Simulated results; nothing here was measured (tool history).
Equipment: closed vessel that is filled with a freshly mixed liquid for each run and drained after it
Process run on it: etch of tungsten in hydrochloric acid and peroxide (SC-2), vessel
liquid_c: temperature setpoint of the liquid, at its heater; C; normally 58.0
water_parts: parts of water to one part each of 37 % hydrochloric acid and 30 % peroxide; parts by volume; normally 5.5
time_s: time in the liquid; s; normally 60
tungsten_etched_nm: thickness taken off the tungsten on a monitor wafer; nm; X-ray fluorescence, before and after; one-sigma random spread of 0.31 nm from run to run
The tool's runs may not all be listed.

run      day  liquid_c  water_parts  time_s  wafers since the last listed run  hours since the thermometer was replaced  hours since the chemicals flow meter was replaced  hours since the drum of peroxide was connected  hours since the gauge calibration  read-back film thickness of the tungsten reference wafer, read on the same gauge (nm)  tungsten_etched_nm
  1    0.000      58.0          7.0      60                                 0                                     373.6                                               71.6                                           698.3                             2705.2                                                                                  30.03               48.32
       2.158  -- new drum of peroxide connected
  2    2.450      58.0          7.0      60                              6184                                     432.4                                              130.4                                             7.0                             2764.0                                                                                  30.06               49.22
  3    4.379      58.0          7.0      60                              4953                                     478.7                                              176.7                                            53.3                             2810.3                                                                                  30.01               49.11
  4    8.467      58.0          5.5      60                             10495                                     576.8                                              274.8                                           151.4                             2908.4                                                                                  30.04               59.27
  5   10.292      58.0          5.5      60                              4686                                     620.6                                              318.6                                           195.2                             2952.2                                                                                  30.03               59.87
  6   13.488      51.5          5.5      50                              8206                                     697.3                                              395.3                                           271.9                             3028.9                                                                                  30.05               33.22
      18.871  -- thermometer replaced
  7   21.304      51.5          5.5      50                             19964                                      58.4                                              582.9                                           459.5                             3216.5                                                                                  30.05               32.78
  8   24.529      66.5          5.5      60                              8281                                     135.8                                              660.3                                           536.9                             3293.9                                                                                  30.00              100.23
  9   27.167      62.0          7.5      60                              6772                                     199.1                                              723.6                                           600.2                             3357.2                                                                                  30.03               60.74
      30.388  -- new drum of peroxide connected
 10   31.375      58.0          6.5      95                             10699                                     300.1                                              824.6                                            23.7                             3458.2                                                                                  30.03               84.78
 11   33.354      63.5          4.0      75                              5082                                     347.6                                              872.1                                            71.2                             3505.7                                                                                  30.02              132.51
 12   34.900      52.5          4.0      60                              3969                                     384.7                                              909.2                                           108.3                             3542.8                                                                                  30.00               53.08
 13   38.354      63.5          5.5      60                              8869                                     467.6                                              992.1                                           191.2                             3625.7                                                                                  30.03               86.80
 14   40.492      58.0          5.5      60                              5488                                     518.9                                             1043.4                                           242.5                             3677.0                                                                                  30.01               62.00
 15   42.579      58.0          5.5      90                              5360                                     569.0                                             1093.5                                           292.6                             3727.1                                                                                  30.01               92.84
      53.996  -- chemicals flow meter replaced
 16   54.450      58.0          8.5      60                             30375                                     853.9                                               10.9                                           577.5                             4012.0                                                                                  30.05               42.31
 17   57.979      54.5          5.5      95                              9062                                     938.6                                               95.6                                           662.2                             4096.7                                                                                  29.99               76.10
      58.550  -- thermometer replaced
      59.958  -- new drum of peroxide connected
 18   62.333      58.0          6.5      95                             10966                                      90.8                                              200.1                                            57.0                             4201.2                                                                                  30.02               80.14
      63.117  -- gauge calibrated
 19   65.046      65.5          4.0      90                              6965                                     155.9                                              265.2                                           122.1                               46.3                                                                                  30.03              172.87
 20   67.788      58.0          5.5      60                              7040                                     221.7                                              331.0                                           187.9                              112.1                                                                                  30.01               58.94
 21   70.025      58.0          5.5      60                              5745                                     275.4                                              384.7                                           241.6                              165.8                                                                                  30.01               59.22
 22   75.167      58.0          4.0      60                             13202                                     398.8                                              508.1                                           365.0                              289.2                                                                                  29.97               74.60
 23   78.646      54.0          5.5      85                              8933                                     482.3                                              591.6                                           448.5                              372.7                                                                                  30.03               65.80
 24   80.188      58.0          5.5      60                              3958                                     519.3                                              628.6                                           485.5                              409.7                                                                                  30.02               59.73
 25   88.917      65.5          4.0      85                             22414                                     728.8                                              838.1                                           695.0                              619.2                                                                                  30.04              172.16
 26   90.429      55.0          5.5      30                              3883                                     765.1                                              874.4                                           731.3                              655.5                                                                                  29.96               25.20
      90.562  -- new drum of peroxide connected
 27   92.029      61.0          6.5      30                              4001                                     803.5                                              912.8                                            35.2                              693.9                                                                                  29.98               33.16
 28   94.000      58.0          5.5      60                              5060                                     850.8                                              960.1                                            82.5                              741.2                                                                                  30.00               61.84
      94.150  -- thermometer replaced
 29  104.112      58.0          4.0      50                             25860                                     239.1                                             1202.8                                           325.2                              983.9                                                                                  30.01               63.02
 30  106.621      66.5          5.5      35                              6440                                     299.3                                             1263.0                                           385.4                             1044.1                                                                                  29.99               60.44

Predict each of these 4 candidate next runs independently; none follows another, all start after run 30:
  A  106.650      58.0          5.5      60                                74                                     300.0                                             1263.7                                           386.1                             1044.8                                                                                      ?                   ?
  B  106.650      54.5          8.0      75                                74                                     300.0                                             1263.7                                           386.1                             1044.8                                                                                      ?                   ?
  C  106.650      58.0          5.5      40                                74                                     300.0                                             1263.7                                           386.1                             1044.8                                                                                      ?                   ?
  D  106.650      62.0          8.5      45                                74                                     300.0                                             1263.7                                           386.1                             1044.8                                                                                      ?                   ?

run  read-back film thickness of the tungsten reference wafer, read on the same gauge (nm)  tungsten_etched_nm
  A                                                                                  30.03               61.66
  B                                                                                  30.03               46.48
  C                                                                                  30.03               41.11
  D                                                                                  30.03               42.74
Take away the tool's hidden state, keep each run's random variation, and the runs would have read:
run  tungsten_etched_nm
  A               56.88
  B               42.60
  C               37.92
  D               39.16
